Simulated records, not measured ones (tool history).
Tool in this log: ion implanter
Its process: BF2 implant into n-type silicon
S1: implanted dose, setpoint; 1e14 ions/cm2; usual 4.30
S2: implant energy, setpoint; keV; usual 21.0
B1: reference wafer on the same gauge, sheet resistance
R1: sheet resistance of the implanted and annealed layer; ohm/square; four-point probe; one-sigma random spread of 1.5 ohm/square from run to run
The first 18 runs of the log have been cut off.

run,hour,S1,S2,B1,R1
19,906.9,4.73,19.0,266.90,280.99
# hour 943.8: Faraday cup replaced and dose calibrated
20,970.3,3.22,28.0,268.56,354.18
21,1004.9,4.30,15.5,268.29,317.01
22,1076.3,4.30,18.5,268.95,303.62
23,1127.9,4.71,24.5,270.34,269.13
24,1176.2,4.30,21.0,270.39,293.13
25,1212.4,4.30,26.0,270.72,284.77
26,1256.3,4.30,21.0,272.80,299.28
27,1300.9,4.30,21.0,272.70,299.65
28,1341.4,5.21,21.0,274.48,264.90
29,1376.0,3.91,15.5,274.53,341.63
# hour 1398.8: gauge calibrated
30,1424.1,5.21,21.0,266.50,257.55
31,1483.2,4.30,14.0,266.60,320.31

Here are 4 independent what-if runs from the current tool condition. What would each one return?
A,1483.6,4.30,21.0,?,?
B,1483.6,3.10,15.5,?,?
C,1483.6,3.67,17.0,?,?
D,1483.6,4.92,14.0,?,?

run,B1,R1
A,266.65,293.80
B,266.65,390.75
C,266.65,340.92
D,266.65,301.93
With no hidden state in the tool, these same runs would have given:
run,R1
A,294.22
B,391.30
C,341.41
D,302.36
